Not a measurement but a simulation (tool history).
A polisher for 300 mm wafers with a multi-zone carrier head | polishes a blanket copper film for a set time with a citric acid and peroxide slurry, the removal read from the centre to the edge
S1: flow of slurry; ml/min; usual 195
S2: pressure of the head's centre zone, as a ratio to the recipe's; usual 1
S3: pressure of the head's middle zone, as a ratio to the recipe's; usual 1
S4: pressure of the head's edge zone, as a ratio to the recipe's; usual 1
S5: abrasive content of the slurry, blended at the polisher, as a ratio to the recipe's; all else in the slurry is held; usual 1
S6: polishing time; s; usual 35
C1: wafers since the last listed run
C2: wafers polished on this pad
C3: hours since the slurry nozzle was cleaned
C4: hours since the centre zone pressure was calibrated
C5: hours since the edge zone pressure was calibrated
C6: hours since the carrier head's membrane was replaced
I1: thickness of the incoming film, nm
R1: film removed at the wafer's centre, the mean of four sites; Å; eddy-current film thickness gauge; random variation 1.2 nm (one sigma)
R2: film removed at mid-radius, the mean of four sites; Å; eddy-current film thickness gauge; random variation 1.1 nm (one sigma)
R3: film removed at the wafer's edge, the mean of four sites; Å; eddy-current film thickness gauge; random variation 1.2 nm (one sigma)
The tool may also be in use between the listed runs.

run,hour,S1,S2,S3,S4,S5,S6,C1,C2,C3,C4,C5,C6,I1,R1,R2,R3
1,0,195,1,1,1,1,35,0,337,463,1166.7,35.6,31.8,1050.3,1014,987,1006
2,20.9,195,1,1,1,1,35,221,558,483.9,1187.6,56.5,52.7,1057.7,1022,972,1022
3,37.4,195,1,1,1,1,35,174,733,500.4,1204.1,73,69.2,1048.9,1009,967,1011
4,53.3,245,0.89,1,1,1.25,35,168,901,516.3,1220,88.9,85.1,1060.6,951,1045,1091
5,67.9,195,1,0.9,1.05,1,35,154,1056,530.9,1234.6,103.5,99.7,1038.1,1002,888,1030
6,90.8,195,1,1,0.89,1,47,242,1299,553.8,1257.5,126.4,122.6,1046.7,1357,1286,1250
7,119.4,195,1,0.9,1.05,1,35,302,1602,582.4,1286.1,155,151.2,1036.7,984,857,981
# hour 128.2: worn pad replaced by a new one
8,143.5,195,1,1.12,1,1,35,212,161,606.5,1310.2,179.1,175.3,1048.2,1030,1085,1025
# hour 232.3: slurry nozzle cleaned
# hour 234.4: centre zone pressure recalibrated
9,249.1,195,1,1,1,1,35,1086,1248,16.8,14.7,284.7,280.9,1046.4,995,955,1008
10,269.7,195,1,1,0.95,0.8,35,218,1466,37.4,35.3,305.3,301.5,1047.4,932,898,920
11,287.5,150,1,1,1.11,1,32,188,1655,55.2,53.1,323.1,319.3,1049.4,858,834,899
12,303.5,195,1,1.08,1.07,1,35,169,1824,71.2,69.1,339.1,335.3,1052.9,984,987,999
# hour 327.4: worn pad replaced by a new one
13,327.9,165,0.97,1,1,1,27,216,5,95.6,93.5,363.5,359.7,1036,751,768,787
14,345.6,195,1,1,1,1,35,187,193,113.3,111.2,381.2,377.4,1049.3,1016,995,1017
15,376.4,155,1,1,1.08,1,40,326,519,144.1,142,412,408.2,1066.7,1123,1099,1216
16,391.1,195,1.09,1,0.88,1.2,35,155,674,158.8,156.7,426.7,422.9,1059.6,1155,1021,1012
17,414,195,1.1,0.94,1,1.3,35,242,917,181.7,179.6,449.6,445.8,1049.5,1214,989,1099
18,429.2,195,1,1,1,1,31,161,1078,196.9,194.8,464.8,461,1070.1,900,845,904
19,455.9,225,1,1,1,1,35,282,1361,223.6,221.5,491.5,487.7,1058.3,1015,967,1017
20,474.1,195,1,1,0.95,1,35,192,1554,241.8,239.7,509.7,505.9,1032.7,991,946,965
21,493.4,195,1,1,1,1,35,204,1758,261.1,259,529,525.2,1057.6,977,943,973

What the log doesn't show, run by run:
slurry flow missing at the pad, %: 0 in every run
deviation of the centre zone's pressure from its setpoint, %: 0 in every run
deviation of the edge zone's pressure from its setpoint, %: 0 in every run
H1: removal rate lost through wear of the pad, %
run,H1
1,1.02
2,1.39
3,1.81
4,2.31
5,2.86
6,3.89
7,5.47
8,0.545
9,3.38
10,4.44
11,5.49
12,6.55
13,0.243
14,0.309
15,0.716
16,1.04
17,1.72
18,2.28
19,3.5
20,4.48
21,5.67
